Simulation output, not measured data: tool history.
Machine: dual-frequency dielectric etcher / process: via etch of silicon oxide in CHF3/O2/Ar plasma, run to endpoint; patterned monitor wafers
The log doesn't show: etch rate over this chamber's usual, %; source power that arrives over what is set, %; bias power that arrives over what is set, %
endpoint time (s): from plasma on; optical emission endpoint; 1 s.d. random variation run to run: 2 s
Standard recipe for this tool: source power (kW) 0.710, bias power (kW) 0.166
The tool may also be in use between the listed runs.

run	day	source power (kW)	bias power (kW)	wafers since the last listed run	hours since the last wet clean	hours since the last source power generator calibration	hours since the last bias power generator calibration	hours since the last upper electrode change	incoming incoming film thickness, nm	endpoint time (s)
1	0.000	0.750	0.166	0	412.0	1967.5	2518.9	3281.8	777.1	330.6
2	3.829	0.800	0.179	391	503.9	2059.4	2610.8	3373.7	767.4	308.6
3	7.204	0.710	0.155	344	584.9	2140.4	2691.8	3454.7	778.0	337.9
4	8.729	0.710	0.155	155	621.5	2177.0	2728.4	3491.3	770.8	335.4
# day 11.304: wet clean of the chamber
5	11.325	0.710	0.155	162	0.5	2239.3	2790.7	3553.6	772.2	350.6
6	12.612	0.710	0.166	131	31.4	2270.2	2821.6	3584.5	788.0	349.1
7	14.838	0.710	0.166	227	84.8	2323.6	2875.0	3637.9	769.3	343.1
8	19.283	0.710	0.166	454	191.5	2430.3	2981.7	3744.6	782.4	341.1
9	22.388	0.710	0.146	317	266.0	2504.8	3056.2	3819.1	774.2	349.7
# day 23.183: bias power generator calibrated
10	23.904	0.710	0.146	137	302.4	2541.2	17.3	3855.5	773.2	353.3
11	26.733	0.710	0.146	288	370.3	2609.1	85.2	3923.4	770.9	346.5
12	28.688	0.710	0.166	199	417.2	2656.0	132.1	3970.3	777.9	335.2
# day 32.367: upper electrode replaced
13	32.388	0.710	0.166	275	506.0	2744.8	220.9	0.5	773.8	332.8
14	34.183	0.810	0.125	183	549.1	2787.9	264.0	43.6	778.1	353.4

Expected results for the next run?
# day 37.383: wet clean of the chamber
15	37.404	0.710	0.166	226	0.5	2865.2	341.3	120.9	771.7	?

{"run 15": {"endpoint time (s)": 343.6}}
Had the tool carried no hidden state, the very same run would have given endpoint time (s) 343.5.
